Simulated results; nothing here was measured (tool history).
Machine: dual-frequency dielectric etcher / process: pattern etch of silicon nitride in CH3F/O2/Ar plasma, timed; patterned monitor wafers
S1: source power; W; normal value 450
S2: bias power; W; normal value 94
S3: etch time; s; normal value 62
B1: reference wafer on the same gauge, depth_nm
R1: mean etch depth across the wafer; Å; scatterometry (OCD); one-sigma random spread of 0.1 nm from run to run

{"run": 1, "hour": 0.0, "S1": 450, "S2": 94, "S3": 62, "B1": 47.97, "R1": 454.1}
{"run": 2, "hour": 30.7, "S1": 450, "S2": 94, "S3": 62, "B1": 47.92, "R1": 453.9}
{"hour": 66.7, "done": "wet clean of the chamber"}
{"run": 3, "hour": 67.8, "S1": 450, "S2": 94, "S3": 62, "B1": 47.89, "R1": 453.6}
{"run": 4, "hour": 138.8, "S1": 450, "S2": 94, "S3": 62, "B1": 47.89, "R1": 453.5}
{"run": 5, "hour": 177.1, "S1": 450, "S2": 94, "S3": 62, "B1": 47.86, "R1": 454.6}
{"run": 6, "hour": 212.1, "S1": 450, "S2": 94, "S3": 62, "B1": 47.89, "R1": 452.8}
{"run": 7, "hour": 266.7, "S1": 450, "S2": 94, "S3": 62, "B1": 47.86, "R1": 453.6}
{"hour": 335.3, "done": "upper electrode replaced"}
{"run": 8, "hour": 335.8, "S1": 550, "S2": 114, "S3": 62, "B1": 47.84, "R1": 507.8}
{"run": 9, "hour": 382.9, "S1": 450, "S2": 100, "S3": 62, "B1": 47.83, "R1": 462.1}
{"run": 10, "hour": 409.0, "S1": 450, "S2": 94, "S3": 62, "B1": 47.83, "R1": 452.2}
{"run": 11, "hour": 443.3, "S1": 400, "S2": 116, "S3": 62, "B1": 47.84, "R1": 464.2}
{"run": 12, "hour": 485.0, "S1": 350, "S2": 85, "S3": 74.5, "B1": 47.83, "R1": 495.9}
{"hour": 510.1, "done": "source power generator calibrated"}
{"hour": 513.2, "done": "gauge calibrated"}
{"run": 13, "hour": 527.8, "S1": 450, "S2": 94, "S3": 62, "B1": 48.28, "R1": 458.9}
{"run": 14, "hour": 589.5, "S1": 450, "S2": 94, "S3": 62, "B1": 48.32, "R1": 459.5}
{"hour": 656.6, "done": "wet clean of the chamber"}
{"run": 15, "hour": 657.1, "S1": 450, "S2": 94, "S3": 62, "B1": 48.32, "R1": 458.4}
{"run": 16, "hour": 660.6, "S1": 450, "S2": 94, "S3": 51, "B1": 48.29, "R1": 376.1}
{"run": 17, "hour": 710.1, "S1": 380, "S2": 94, "S3": 62, "B1": 48.29, "R1": 437.5}
{"run": 18, "hour": 777.3, "S1": 450, "S2": 75, "S3": 68.5, "B1": 48.28, "R1": 477.9}
{"run": 19, "hour": 805.0, "S1": 450, "S2": 86, "S3": 72, "B1": 48.24, "R1": 518.2}
{"run": 20, "hour": 856.7, "S1": 450, "S2": 94, "S3": 62, "B1": 48.27, "R1": 457.2}
{"run": 21, "hour": 907.1, "S1": 450, "S2": 87, "S3": 72, "B1": 48.26, "R1": 519.7}
{"run": 22, "hour": 966.5, "S1": 450, "S2": 94, "S3": 62, "B1": 48.25, "R1": 457.4}
{"run": 23, "hour": 1011.3, "S1": 360, "S2": 108, "S3": 62, "B1": 48.28, "R1": 447.3}
{"hour": 1028.6, "done": "bias power generator calibrated"}
{"run": 24, "hour": 1067.9, "S1": 450, "S2": 94, "S3": 62, "B1": 48.2, "R1": 456.7}
{"run": 25, "hour": 1127.6, "S1": 450, "S2": 75, "S3": 62, "B1": 48.19, "R1": 430.8}
{"run": 26, "hour": 1157.8, "S1": 450, "S2": 94, "S3": 54, "B1": 48.2, "R1": 398.4}
{"run": 27, "hour": 1205.8, "S1": 450, "S2": 94, "S3": 62, "B1": 48.18, "R1": 456.1}
{"hour": 1361.5, "done": "wet clean of the chamber"}
{"run": 28, "hour": 1371.3, "S1": 480, "S2": 75, "S3": 55.5, "B1": 48.1, "R1": 394.5}
{"run": 29, "hour": 1409.0, "S1": 450, "S2": 100, "S3": 62, "B1": 48.18, "R1": 464.6}
{"run": 30, "hour": 1456.8, "S1": 450, "S2": 94, "S3": 47, "B1": 48.15, "R1": 345.8}
{"run": 31, "hour": 1486.7, "S1": 400, "S2": 101, "S3": 47, "B1": 48.1, "R1": 340.7}

Below, some changes in R1 between adjacent runs. For each, the amount present without the hidden state too (settings, incoming material, random variation) and the amount remaining for the hidden state with gauge scatter not shared by both compared results:
Unlogged tool condition in this case: etch rate over this chamber's usual, %; source power that arrives over what is set, %; bias power that arrives over what is set, %; gauge reads high (%).
Run 7 -> 8: S1 450 -> 550, S2 94 -> 114, upper electrode replaced. R1 +54.2 Å: hidden state -0.7, all else +54.9.
Run 8 -> 9: S1 550 -> 450, S2 114 -> 100. R1 -45.7 Å: hidden state +0.4, all else -46.1.
Run 12 -> 13: S1 350 -> 450, S2 85 -> 94, S3 74.5 -> 62, source power generator calibrated, gauge calibrated. R1 -37 Å: hidden state +5.3, all else -42.3.
Run 15 -> 16: S3 62 -> 51. R1 -82.3 Å: hidden state +0, all else -82.3.
Run 28 -> 29: S1 480 -> 450, S2 75 -> 100, S3 55.5 -> 62. R1 +70.1 Å: hidden state -0.4, all else +70.5.
Run 29 -> 30: S2 100 -> 94, S3 62 -> 47. R1 -118.8 Å: hidden state +0.4, all else -119.2.
